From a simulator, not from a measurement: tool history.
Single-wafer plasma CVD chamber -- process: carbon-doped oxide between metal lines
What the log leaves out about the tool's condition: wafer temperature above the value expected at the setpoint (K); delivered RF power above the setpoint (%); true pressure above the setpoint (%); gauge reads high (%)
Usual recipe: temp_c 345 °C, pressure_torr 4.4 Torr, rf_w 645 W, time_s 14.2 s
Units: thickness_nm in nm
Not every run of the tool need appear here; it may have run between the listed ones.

| run | hour | temp_c | pressure_torr | rf_w | time_s | wafers since the last listed run | hours since the last thermocouple change | hours since the last RF generator calibration | hours since the last manometer calibration | hours since the showerhead was replaced | hours since the gauge calibration | read-back reference wafer on the same gauge, thickness_nm | thickness_nm |
|---|---|---|---|---|---|---|---|---|---|---|---|---|---|
| 1 | 0 | 345 | 4.4 | 645 | 14.2 | 0 | 943.8 | 606.5 | 659.6 | 5160.1 | 692 | 104.635 | 86.265 |
| 2 | 37.6 | 345 | 4.4 | 645 | 14.2 | 919 | 981.4 | 644.1 | 697.2 | 5197.7 | 729.6 | 104.643 | 85.466 |
| 3 | 84 | 345 | 4.4 | 645 | 14.2 | 1134 | 1027.8 | 690.5 | 743.6 | 5244.1 | 776 | 104.804 | 86.156 |
| 4 | 116.4 | 345 | 4.4 | 645 | 14.2 | 792 | 1060.2 | 722.9 | 776 | 5276.5 | 808.4 | 104.646 | 85.941 |
| 5 | 160.3 | 345 | 4.4 | 590 | 14.2 | 1073 | 1104.1 | 766.8 | 819.9 | 5320.4 | 852.3 | 104.694 | 81.632 |
| 6 | 191.6 | 345 | 4.4 | 590 | 14.2 | 765 | 1135.4 | 798.1 | 851.2 | 5351.7 | 883.6 | 104.722 | 81.992 |
| 7 | 219.9 | 345 | 4.4 | 740 | 14.2 | 691 | 1163.7 | 826.4 | 879.5 | 5380 | 911.9 | 104.822 | 92.107 |
| 8 | 245 | 345 | 4.4 | 740 | 14.2 | 613 | 1188.8 | 851.5 | 904.6 | 5405.1 | 937 | 104.509 | 91.642 |
| 9 | 298.3 | 345 | 4.4 | 740 | 14.2 | 1303 | 1242.1 | 904.8 | 957.9 | 5458.4 | 990.3 | 104.699 | 92.128 |
| 10 | 366.2 | 345 | 4.4 | 595 | 14.2 | 1659 | 1310 | 972.7 | 1025.8 | 5526.3 | 1058.2 | 104.707 | 82.706 |
| 11 | 398.3 | 345 | 4.4 | 595 | 14.2 | 784 | 1342.1 | 1004.8 | 1057.9 | 5558.4 | 1090.3 | 104.801 | 82.575 |
| 12 | 434.2 | 345 | 4.4 | 595 | 14.2 | 877 | 1378 | 1040.7 | 1093.8 | 5594.3 | 1126.2 | 104.692 | 82.272 |
|  | 436.3 | gauge calibrated |
|  | 491.4 | RF generator calibrated |
| 13 | 499.2 | 345 | 5.05 | 645 | 14.2 | 1393 | 1443 | 7.8 | 1158.8 | 5659.3 | 62.9 | 104.537 | 89.899 |
|  | 533.7 | thermocouple changed; heater temperature recalibrated |
| 14 | 558.3 | 345 | 4.4 | 645 | 14.2 | 1249 | 24.6 | 66.9 | 1217.9 | 5718.4 | 122 | 104.746 | 87.327 |
|  | 585 | showerhead replaced |
| 15 | 585.5 | 345 | 4.4 | 595 | 14.2 | 469 | 51.8 | 94.1 | 1245.1 | 0.5 | 149.2 | 104.616 | 83.583 |
| 16 | 620.2 | 335 | 4.83 | 760 | 12.3 | 848 | 86.5 | 128.8 | 1279.8 | 35.2 | 183.9 | 104.781 | 86.704 |
| 17 | 654.9 | 345 | 4.4 | 550 | 11.9 | 848 | 121.2 | 163.5 | 1314.5 | 69.9 | 218.6 | 104.719 | 67.046 |
|  | 673.4 | capacitance manometer re-zeroed and calibrated |
| 18 | 697 | 354 | 4.74 | 585 | 14.2 | 833 | 163.3 | 205.6 | 23.6 | 112 | 260.7 | 104.594 | 81.325 |
| 19 | 735 | 360 | 4.4 | 550 | 11.5 | 928 | 201.3 | 243.6 | 61.6 | 150 | 298.7 | 104.581 | 62.484 |
| 20 | 762.7 | 345 | 4.4 | 770 | 14.2 | 677 | 229 | 271.3 | 89.3 | 177.7 | 326.4 | 104.644 | 95.085 |
| 21 | 810.8 | 345 | 4.74 | 645 | 14.2 | 1175 | 277.1 | 319.4 | 137.4 | 225.8 | 374.5 | 104.713 | 87.894 |
| 22 | 879.8 | 345 | 4.4 | 590 | 14.2 | 1686 | 346.1 | 388.4 | 206.4 | 294.8 | 443.5 | 104.735 | 82.569 |
| 23 | 916.4 | 350 | 4.1 | 740 | 11.5 | 894 | 382.7 | 425 | 243 | 331.4 | 480.1 | 104.662 | 73.331 |
| 24 | 950.7 | 345 | 4.4 | 645 | 14.2 | 838 | 417 | 459.3 | 277.3 | 365.7 | 514.4 | 104.769 | 86.096 |

Branching from run 24: 3 alternative next runs. What would each branch give?
| A | 951.1 | 345 | 4.4 | 645 | 14.2 | 9 | 417.4 | 459.7 | 277.7 | 366.1 | 514.8 | ? | ? |
| B | 951.1 | 360 | 4.77 | 645 | 16.2 | 9 | 417.4 | 459.7 | 277.7 | 366.1 | 514.8 | ? | ? |
| C | 951.1 | 345 | 3.6 | 645 | 15.9 | 9 | 417.4 | 459.7 | 277.7 | 366.1 | 514.8 | ? | ? |

| run | read-back reference wafer on the same gauge, thickness_nm | thickness_nm |
|---|---|---|
| A | 104.742 | 86.916 |
| B | 104.742 | 96.167 |
| C | 104.742 | 93.97 |
With no hidden state in the tool, these same runs would have given:
| run | thickness_nm |
|---|---|
| A | 88.538 |
| B | 97.961 |
| C | 95.724 |
